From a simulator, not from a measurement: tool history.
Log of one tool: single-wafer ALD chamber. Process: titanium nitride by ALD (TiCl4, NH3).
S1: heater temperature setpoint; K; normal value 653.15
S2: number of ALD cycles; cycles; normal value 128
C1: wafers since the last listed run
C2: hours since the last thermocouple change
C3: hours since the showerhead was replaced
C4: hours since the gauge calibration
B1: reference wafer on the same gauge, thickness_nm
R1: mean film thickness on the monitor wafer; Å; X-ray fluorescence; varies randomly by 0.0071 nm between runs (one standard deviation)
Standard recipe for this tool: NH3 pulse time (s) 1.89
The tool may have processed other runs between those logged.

Run 1, hour 0.0: usual settings; C1 0; C2 2411.5; C3 4144.5; C4 119.1; B1 2.754. Result: R1 28.75 Å.
Run 2, hour 6.6: usual settings; C1 13; C2 2418.1; C3 4151.1; C4 125.7; B1 2.754. Result: R1 28.65 Å.
Run 3, hour 19.5: usual settings; C1 27; C2 2431.0; C3 4164.0; C4 138.6; B1 2.757. Result: R1 28.80 Å.
Run 4, hour 37.4: usual settings; C1 37; C2 2448.9; C3 4181.9; C4 156.5; B1 2.757. Result: R1 28.79 Å.
Run 5, hour 52.6: usual settings but NH3 pulse time (s) 2.34; C1 31; C2 2464.1; C3 4197.1; C4 171.7; B1 2.760. Result: R1 29.05 Å.
Run 6, hour 62.3: usual settings but NH3 pulse time (s) 2.34; C1 20; C2 2473.8; C3 4206.8; C4 181.4; B1 2.761. Result: R1 29.13 Å.
At hour 76.5: showerhead replaced.
Run 7, hour 79.5: usual settings but NH3 pulse time (s) 2.34; C1 19; C2 2491.0; C3 3.0; C4 198.6; B1 2.762. Result: R1 29.10 Å.
Run 8, hour 90.2: usual settings; C1 22; C2 2501.7; C3 13.7; C4 209.3; B1 2.763. Result: R1 28.77 Å.
Run 9, hour 104.1: usual settings; C1 29; C2 2515.6; C3 27.6; C4 223.2; B1 2.766. Result: R1 28.74 Å.
Run 10, hour 110.3: usual settings but NH3 pulse time (s) 1.20; C1 13; C2 2521.8; C3 33.8; C4 229.4; B1 2.767. Result: R1 27.69 Å.
Run 11, hour 124.6: usual settings but S1 665.15 K, S2 138 cycles, NH3 pulse time (s) 1.28; C1 30; C2 2536.1; C3 48.1; C4 243.7; B1 2.767. Result: R1 30.55 Å.
At hour 127.2: gauge calibrated.
At hour 133.1: thermocouple changed; heater temperature recalibrated.
Run 12, hour 135.9: usual settings but S1 645.15 K, NH3 pulse time (s) 2.22; C1 6; C2 2.8; C3 59.4; C4 8.7; B1 2.740. Result: R1 28.49 Å.
Run 13, hour 173.6: usual settings but S2 141 cycles, NH3 pulse time (s) 2.41; C1 79; C2 40.5; C3 97.1; C4 46.4; B1 2.744. Result: R1 31.89 Å.
Run 14, hour 185.6: usual settings but S1 664.15 K, S2 106 cycles; C1 25; C2 52.5; C3 109.1; C4 58.4; B1 2.747. Result: R1 23.90 Å.
Run 15, hour 196.7: usual settings but S2 141 cycles, NH3 pulse time (s) 2.41; C1 23; C2 63.6; C3 120.2; C4 69.5; B1 2.747. Result: R1 31.83 Å.
Run 16, hour 210.4: usual settings but S2 119 cycles; C1 28; C2 77.3; C3 133.9; C4 83.2; B1 2.749. Result: R1 26.70 Å.

Below, each run's measurement less what the same run would have read without the hidden state. Both values contain the same run-to-run variation, but the gauge's scatter may not be the same in both:
What the log doesn't record here: wafer temperature above the value expected at the setpoint (K); gauge reads high (%).
run     R1
  1  +0.15
  2  +0.16
  3  +0.17
  4  +0.19
  5  +0.21
  6  +0.22
  7  +0.24
  8  +0.25
  9  +0.27
 10  +0.26
 11  +0.30
 12  +0.00
 13  +0.06
 14  +0.05
 15  +0.08
 16  +0.09
